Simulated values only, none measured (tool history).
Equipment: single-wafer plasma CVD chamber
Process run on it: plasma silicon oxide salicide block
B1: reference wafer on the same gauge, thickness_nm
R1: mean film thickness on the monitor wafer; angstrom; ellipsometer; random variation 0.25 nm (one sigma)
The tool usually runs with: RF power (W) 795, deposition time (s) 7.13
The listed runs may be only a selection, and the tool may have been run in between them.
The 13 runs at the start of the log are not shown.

{"run": 14, "day": 44.983, "RF power (W)": 855, "deposition time (s)": 7.13, "B1": 69.594, "R1": 804.35}
{"run": 15, "day": 48.454, "RF power (W)": 855, "deposition time (s)": 7.13, "B1": 69.597, "R1": 803.69}
{"run": 16, "day": 51.604, "RF power (W)": 795, "deposition time (s)": 7.13, "B1": 69.559, "R1": 789.05}
{"run": 17, "day": 53.396, "RF power (W)": 795, "deposition time (s)": 7.9, "B1": 69.608, "R1": 881.4}
{"run": 18, "day": 57.612, "RF power (W)": 795, "deposition time (s)": 7.9, "B1": 69.611, "R1": 876.13}
{"run": 19, "day": 59.208, "RF power (W)": 795, "deposition time (s)": 7.9, "B1": 69.608, "R1": 885.28}
{"run": 20, "day": 62.562, "RF power (W)": 795, "deposition time (s)": 6.11, "B1": 69.61, "R1": 677.88}
{"day": 63.958, "done": "showerhead replaced"}
{"run": 21, "day": 64.075, "RF power (W)": 795, "deposition time (s)": 7.13, "B1": 69.589, "R1": 794.91}
{"run": 22, "day": 65.575, "RF power (W)": 735, "deposition time (s)": 5.86, "B1": 69.589, "R1": 641.63}
{"day": 69.508, "done": "gauge calibrated"}
{"run": 23, "day": 69.533, "RF power (W)": 795, "deposition time (s)": 6.52, "B1": 69.625, "R1": 721.82}
{"run": 24, "day": 72.367, "RF power (W)": 640, "deposition time (s)": 7.78, "B1": 69.581, "R1": 820.57}
{"run": 25, "day": 74.038, "RF power (W)": 850, "deposition time (s)": 5.86, "B1": 69.59, "R1": 660.19}
{"run": 26, "day": 75.971, "RF power (W)": 795, "deposition time (s)": 7.13, "B1": 69.59, "R1": 787.16}
{"run": 27, "day": 77.508, "RF power (W)": 885, "deposition time (s)": 6.16, "B1": 69.619, "R1": 700.87}
{"run": 28, "day": 79.525, "RF power (W)": 795, "deposition time (s)": 7.13, "B1": 69.611, "R1": 783.38}
{"run": 29, "day": 81.288, "RF power (W)": 795, "deposition time (s)": 7.75, "B1": 69.618, "R1": 857.09}
{"day": 84.038, "done": "RF generator calibrated"}
{"run": 30, "day": 85.4, "RF power (W)": 845, "deposition time (s)": 5.82, "B1": 69.596, "R1": 659.67}
{"run": 31, "day": 89.175, "RF power (W)": 885, "deposition time (s)": 7.13, "B1": 69.553, "R1": 821.98}
{"run": 32, "day": 90.871, "RF power (W)": 910, "deposition time (s)": 8.11, "B1": 69.593, "R1": 937.91}
{"run": 33, "day": 92.946, "RF power (W)": 905, "deposition time (s)": 6.02, "B1": 69.549, "R1": 691.91}
{"run": 34, "day": 95.358, "RF power (W)": 795, "deposition time (s)": 7.13, "B1": 69.586, "R1": 792.56}
{"run": 35, "day": 97.85, "RF power (W)": 795, "deposition time (s)": 7.13, "B1": 69.607, "R1": 795.83}
{"run": 36, "day": 101.742, "RF power (W)": 850, "deposition time (s)": 7.13, "B1": 69.615, "R1": 810.8}
{"run": 37, "day": 103.396, "RF power (W)": 730, "deposition time (s)": 7.13, "B1": 69.563, "R1": 779.43}
{"run": 38, "day": 106.046, "RF power (W)": 735, "deposition time (s)": 8.37, "B1": 69.613, "R1": 916.76}

Each row is a separate what-if for the run after 38, all from the same tool condition, not one after another. Results?
{"run": "A", "day": 106.062, "RF power (W)": 795, "deposition time (s)": 6.02, "B1": "?", "R1": "?"}
{"run": "B", "day": 106.062, "RF power (W)": 890, "deposition time (s)": 6.55, "B1": "?", "R1": "?"}
{"run": "C", "day": 106.062, "RF power (W)": 720, "deposition time (s)": 6.07, "B1": "?", "R1": "?"}
{"run": "D", "day": 106.062, "RF power (W)": 885, "deposition time (s)": 8.55, "B1": "?", "R1": "?"}
{"run": "E", "day": 106.062, "RF power (W)": 870, "deposition time (s)": 5.89, "B1": "?", "R1": "?"}

run=A B1=69.617 R1=672.27
run=B B1=69.617 R1=751.93
run=C B1=69.617 R1=661.94
run=D B1=69.617 R1=980.16
run=E B1=69.617 R1=672.38
Without the tool's hidden state the same runs would have given:
run=A R1=673.82
run=B R1=753.67
run=C R1=663.48
run=D R1=982.43
run=E R1=673.94
